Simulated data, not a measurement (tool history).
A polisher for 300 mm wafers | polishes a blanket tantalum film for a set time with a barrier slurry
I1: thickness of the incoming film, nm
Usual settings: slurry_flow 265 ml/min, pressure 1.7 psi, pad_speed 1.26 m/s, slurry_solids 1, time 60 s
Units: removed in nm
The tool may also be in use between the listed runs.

run 1 day=0 | slurry_flow=265 pressure=1.7 pad_speed=1.26 slurry_solids=1 time=60 | I1=306.8 | removed=111
run 2 day=1.462 | slurry_flow=265 pressure=1.3 pad_speed=1.26 slurry_solids=1 time=60 | I1=313.5 | removed=84.9
run 3 day=2.621 | slurry_flow=265 pressure=1.3 pad_speed=1.26 slurry_solids=1 time=60 | I1=306.5 | removed=85.1
-- day=3.033 slurry nozzle cleaned
run 4 day=4.571 | slurry_flow=265 pressure=1.3 pad_speed=1.26 slurry_solids=1 time=60 | I1=311.5 | removed=85.5
run 5 day=6.538 | slurry_flow=220 pressure=1.7 pad_speed=1.26 slurry_solids=1 time=46 | I1=308 | removed=83.7
run 6 day=8.538 | slurry_flow=220 pressure=1.7 pad_speed=1.26 slurry_solids=1 time=46 | I1=309.1 | removed=84.3
run 7 day=10.646 | slurry_flow=220 pressure=1.7 pad_speed=1.26 slurry_solids=1 time=46 | I1=310 | removed=85.1
-- day=12.283 head pressure recalibrated
-- day=12.454 worn pad replaced by a new one
-- day=12.767 slurry blender recalibrated
run 8 day=16.012 | slurry_flow=265 pressure=1.7 pad_speed=0.94 slurry_solids=1 time=60 | I1=307.7 | removed=83.2
run 9 day=18.404 | slurry_flow=265 pressure=1.7 pad_speed=0.94 slurry_solids=1 time=60 | I1=308.1 | removed=84.7
-- day=19.712 slurry nozzle cleaned
run 10 day=20.142 | slurry_flow=265 pressure=1.7 pad_speed=0.94 slurry_solids=1 time=60 | I1=308.4 | removed=84.4
run 11 day=21.408 | slurry_flow=265 pressure=1.8 pad_speed=1.26 slurry_solids=1 time=60 | I1=311.4 | removed=116.7
run 12 day=24.233 | slurry_flow=265 pressure=1.8 pad_speed=1.26 slurry_solids=1 time=60 | I1=312.5 | removed=114.9
-- day=26.588 worn pad replaced by a new one
run 13 day=26.617 | slurry_flow=265 pressure=1.7 pad_speed=1.26 slurry_solids=0.85 time=73 | I1=309.1 | removed=128.3
run 14 day=30.554 | slurry_flow=265 pressure=1.4 pad_speed=1.26 slurry_solids=1.15 time=49 | I1=313.8 | removed=75.8
run 15 day=32.604 | slurry_flow=265 pressure=1.7 pad_speed=1.26 slurry_solids=1 time=41 | I1=311.6 | removed=75.9
-- day=33.85 slurry blender recalibrated
run 16 day=34.204 | slurry_flow=265 pressure=1.7 pad_speed=0.84 slurry_solids=1 time=60 | I1=307.7 | removed=79.8
run 17 day=35.917 | slurry_flow=265 pressure=1.7 pad_speed=1.26 slurry_solids=1.2 time=40 | I1=309.2 | removed=77.4
-- day=36.512 slurry nozzle cleaned
run 18 day=37.888 | slurry_flow=265 pressure=1.7 pad_speed=1.26 slurry_solids=1 time=60 | I1=303.1 | removed=112.6
run 19 day=40.633 | slurry_flow=235 pressure=1.3 pad_speed=1.26 slurry_solids=1 time=60 | I1=311.9 | removed=85.7
run 20 day=43.325 | slurry_flow=265 pressure=1.7 pad_speed=1.26 slurry_solids=1 time=60 | I1=314.3 | removed=114.4
-- day=44.317 worn pad replaced by a new one
-- day=45.088 head pressure recalibrated
run 21 day=45.858 | slurry_flow=265 pressure=1.7 pad_speed=1.26 slurry_solids=1 time=60 | I1=312.4 | removed=106.3
run 22 day=47.733 | slurry_flow=335 pressure=2.1 pad_speed=0.86 slurry_solids=0.9 time=60 | I1=309.1 | removed=95.9

The next listed run, before its measurement:
run 23 day=49.175 | slurry_flow=185 pressure=1.2 pad_speed=1.26 slurry_solids=1 time=60 | I1=307.1 | removed=?

removed: 71.2 nm
Without the tool's hidden state the same run would have given removed 70.2 nm.

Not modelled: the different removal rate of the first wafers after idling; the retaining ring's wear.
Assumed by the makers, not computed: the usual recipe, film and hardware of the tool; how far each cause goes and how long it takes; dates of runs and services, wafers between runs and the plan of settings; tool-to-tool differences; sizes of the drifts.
